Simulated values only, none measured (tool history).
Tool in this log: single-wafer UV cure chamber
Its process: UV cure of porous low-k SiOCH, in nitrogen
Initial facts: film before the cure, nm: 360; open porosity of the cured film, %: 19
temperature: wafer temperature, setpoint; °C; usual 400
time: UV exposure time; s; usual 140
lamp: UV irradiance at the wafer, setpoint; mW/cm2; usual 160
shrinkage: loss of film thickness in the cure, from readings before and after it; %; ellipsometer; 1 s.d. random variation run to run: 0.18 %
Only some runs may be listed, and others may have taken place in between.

{"run": 1, "hour": 0.0, "temperature": 400, "time": 140, "lamp": 160, "shrinkage": 8.479}
{"hour": 63.3, "done": "UV bulbs replaced"}
{"run": 2, "hour": 68.7, "temperature": 400, "time": 140, "lamp": 160, "shrinkage": 10.656}
{"hour": 188.0, "done": "quartz window cleaned"}
{"run": 3, "hour": 255.0, "temperature": 400, "time": 140, "lamp": 160, "shrinkage": 10.279}
{"run": 4, "hour": 310.3, "temperature": 400, "time": 140, "lamp": 160, "shrinkage": 10.068}
{"run": 5, "hour": 512.6, "temperature": 400, "time": 140, "lamp": 160, "shrinkage": 10.324}
{"run": 6, "hour": 588.8, "temperature": 400, "time": 140, "lamp": 160, "shrinkage": 9.788}
{"run": 7, "hour": 677.1, "temperature": 400, "time": 140, "lamp": 160, "shrinkage": 9.959}
{"run": 8, "hour": 726.0, "temperature": 400, "time": 140, "lamp": 160, "shrinkage": 9.831}
{"run": 9, "hour": 764.3, "temperature": 395, "time": 140, "lamp": 160, "shrinkage": 9.705}
{"hour": 801.9, "done": "quartz window cleaned"}
{"run": 10, "hour": 870.0, "temperature": 400, "time": 140, "lamp": 160, "shrinkage": 10.172}
{"run": 11, "hour": 908.3, "temperature": 400, "time": 140, "lamp": 160, "shrinkage": 9.645}
{"run": 12, "hour": 981.9, "temperature": 400, "time": 140, "lamp": 160, "shrinkage": 9.26}
{"run": 13, "hour": 1062.5, "temperature": 400, "time": 140, "lamp": 160, "shrinkage": 9.546}
{"run": 14, "hour": 1161.5, "temperature": 400, "time": 140, "lamp": 160, "shrinkage": 9.128}
{"run": 15, "hour": 1249.8, "temperature": 400, "time": 140, "lamp": 160, "shrinkage": 9.312}
{"run": 16, "hour": 1297.0, "temperature": 400, "time": 140, "lamp": 160, "shrinkage": 9.27}
{"run": 17, "hour": 1371.2, "temperature": 400, "time": 140, "lamp": 160, "shrinkage": 8.986}
{"run": 18, "hour": 1457.1, "temperature": 411, "time": 140, "lamp": 160, "shrinkage": 8.932}
{"hour": 1503.6, "done": "quartz window cleaned"}
{"run": 19, "hour": 1546.3, "temperature": 400, "time": 140, "lamp": 160, "shrinkage": 8.863}
{"run": 20, "hour": 1644.5, "temperature": 400, "time": 140, "lamp": 139, "shrinkage": 7.816}
{"hour": 1721.5, "done": "UV bulbs replaced"}
{"run": 21, "hour": 1722.0, "temperature": 390, "time": 115, "lamp": 186, "shrinkage": 10.028}
{"run": 22, "hour": 1786.9, "temperature": 408, "time": 215, "lamp": 197, "shrinkage": 13.268}
{"run": 23, "hour": 1886.5, "temperature": 415, "time": 140, "lamp": 185, "shrinkage": 10.93}
{"run": 24, "hour": 1925.6, "temperature": 386, "time": 225, "lamp": 136, "shrinkage": 11.258}
{"run": 25, "hour": 1984.8, "temperature": 386, "time": 225, "lamp": 136, "shrinkage": 11.556}
{"run": 26, "hour": 2048.2, "temperature": 400, "time": 140, "lamp": 160, "shrinkage": 10.394}
{"hour": 2145.8, "done": "quartz window cleaned"}
{"run": 27, "hour": 2153.3, "temperature": 387, "time": 105, "lamp": 121, "shrinkage": 7.838}
{"run": 28, "hour": 2451.9, "temperature": 400, "time": 60, "lamp": 160, "shrinkage": 6.768}
{"run": 29, "hour": 2499.1, "temperature": 391, "time": 85, "lamp": 144, "shrinkage": 7.486}
{"run": 30, "hour": 2606.1, "temperature": 408, "time": 175, "lamp": 147, "shrinkage": 10.413}
{"run": 31, "hour": 2674.8, "temperature": 400, "time": 140, "lamp": 149, "shrinkage": 9.549}
{"run": 32, "hour": 2746.2, "temperature": 384, "time": 175, "lamp": 160, "shrinkage": 10.255}
{"run": 33, "hour": 2814.8, "temperature": 384, "time": 85, "lamp": 183, "shrinkage": 7.834}
{"hour": 2834.8, "done": "quartz window cleaned"}
{"run": 34, "hour": 2909.8, "temperature": 400, "time": 140, "lamp": 160, "shrinkage": 9.56}
{"run": 35, "hour": 3002.8, "temperature": 400, "time": 140, "lamp": 127, "shrinkage": 8.354}
{"run": 36, "hour": 3093.7, "temperature": 414, "time": 180, "lamp": 160, "shrinkage": 10.53}
{"hour": 3137.5, "done": "UV bulbs replaced"}
{"run": 37, "hour": 3143.8, "temperature": 407, "time": 200, "lamp": 132, "shrinkage": 10.801}
{"run": 38, "hour": 3230.8, "temperature": 409, "time": 210, "lamp": 173, "shrinkage": 12.266}
{"run": 39, "hour": 3347.7, "temperature": 400, "time": 140, "lamp": 160, "shrinkage": 9.907}
{"run": 40, "hour": 3409.3, "temperature": 408, "time": 140, "lamp": 160, "shrinkage": 10.302}

What if the next run were any one of these 5? Each begins from the tool's condition after run 40:
{"run": "A", "hour": 3409.8, "temperature": 400, "time": 220, "lamp": 160, "shrinkage": "?"}
{"run": "B", "hour": 3409.8, "temperature": 400, "time": 140, "lamp": 174, "shrinkage": "?"}
{"run": "C", "hour": 3409.8, "temperature": 400, "time": 70, "lamp": 160, "shrinkage": "?"}
{"run": "D", "hour": 3409.8, "temperature": 393, "time": 140, "lamp": 160, "shrinkage": "?"}
{"run": "E", "hour": 3409.8, "temperature": 388, "time": 80, "lamp": 148, "shrinkage": "?"}

run=A shrinkage=12.031
run=B shrinkage=10.473
run=C shrinkage=7.393
run=D shrinkage=10.015
run=E shrinkage=7.426
Without the tool's unlogged condition, the same runs would have read:
run=A shrinkage=12.309
run=B shrinkage=10.74
run=C shrinkage=7.636
run=D shrinkage=10.279
run=E shrinkage=7.669
